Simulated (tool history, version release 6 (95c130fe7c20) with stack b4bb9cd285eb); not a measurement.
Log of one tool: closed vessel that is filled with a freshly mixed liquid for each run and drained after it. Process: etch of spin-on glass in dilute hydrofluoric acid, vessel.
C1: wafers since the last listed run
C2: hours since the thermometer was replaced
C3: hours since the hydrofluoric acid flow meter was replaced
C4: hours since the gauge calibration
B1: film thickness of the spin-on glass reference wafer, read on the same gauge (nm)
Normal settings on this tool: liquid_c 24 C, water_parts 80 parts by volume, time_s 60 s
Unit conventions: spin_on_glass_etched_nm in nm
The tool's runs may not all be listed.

Run 1, hour 0: usual settings but time_s 75 s; C1 0; C2 2088.6; C3 2293.2; C4 54.4; B1 59.98. Result: spin_on_glass_etched_nm 41.35 nm.
Run 2, hour 26.3: usual settings but time_s 75 s; C1 3445; C2 2114.9; C3 2319.5; C4 80.7; B1 59.99. Result: spin_on_glass_etched_nm 41.51 nm.
Run 3, hour 59.6: usual settings but time_s 75 s; C1 4362; C2 2148.2; C3 2352.8; C4 114; B1 60. Result: spin_on_glass_etched_nm 41.35 nm.
Run 4, hour 86.8: usual settings but time_s 40 s; C1 3563; C2 2175.4; C3 2380; C4 141.2; B1 60.02. Result: spin_on_glass_etched_nm 22.06 nm.
Run 5, hour 103.6: usual settings but time_s 40 s; C1 2200; C2 2192.2; C3 2396.8; C4 158; B1 59.96. Result: spin_on_glass_etched_nm 22.01 nm.
At hour 110.2: hydrofluoric acid flow meter replaced.
At hour 130.9: thermometer replaced.
Run 6, hour 131.5: usual settings but time_s 40 s; C1 3393; C2 0.6; C3 21.3; C4 185.9; B1 59.93. Result: spin_on_glass_etched_nm 25.92 nm.
Run 7, hour 149.2: usual settings; C1 2318; C2 18.3; C3 39; C4 203.6; B1 60. Result: spin_on_glass_etched_nm 38.94 nm.
Run 8, hour 163.9: usual settings but water_parts 55 parts by volume, time_s 45 s; C1 1925; C2 33; C3 53.7; C4 218.3; B1 60. Result: spin_on_glass_etched_nm 43.78 nm.
Run 9, hour 179.9: usual settings but liquid_c 22 C, water_parts 45 parts by volume; C1 2096; C2 49; C3 69.7; C4 234.3; B1 60.02. Result: spin_on_glass_etched_nm 66.21 nm.
Run 10, hour 197.3: usual settings but liquid_c 20.5 C; C1 2279; C2 66.4; C3 87.1; C4 251.7; B1 59.95. Result: spin_on_glass_etched_nm 33.55 nm.
At hour 210.3: gauge calibrated.
Run 11, hour 211.3: usual settings but liquid_c 20.5 C; C1 1834; C2 80.4; C3 101.1; C4 1; B1 60. Result: spin_on_glass_etched_nm 33.38 nm.
Run 12, hour 227.5: usual settings; C1 2122; C2 96.6; C3 117.3; C4 17.2; B1 60. Result: spin_on_glass_etched_nm 38.63 nm.
Run 13, hour 249.3: usual settings but liquid_c 27 C, water_parts 90 parts by volume; C1 2855; C2 118.4; C3 139.1; C4 39; B1 60.04. Result: spin_on_glass_etched_nm 37.99 nm.
Run 14, hour 265.1: usual settings but water_parts 45 parts by volume; C1 2069; C2 134.2; C3 154.9; C4 54.8; B1 60. Result: spin_on_glass_etched_nm 71.55 nm.

Pick out some run-to-run changes in spin_on_glass_etched_nm. Of each, how much would a tool without hidden state show as well, from the settings, what came in and chance, and how much is left for the hidden state and any gauge scatter not in both results compared?
Hidden conditions of the tool in this case: liquid colder than its thermometer reads (K); hydrofluoric acid flow below the setpoint (%); gauge reads high (%).
Run 5 -> 6: hydrofluoric acid flow meter replaced, thermometer replaced. spin_on_glass_etched_nm +3.91 nm: hidden state +3.95, all else -0.04.
Run 13 -> 14: liquid_c 27 -> 24, water_parts 90 -> 45. spin_on_glass_etched_nm +33.56 nm: hidden state -0.47, all else +34.03.
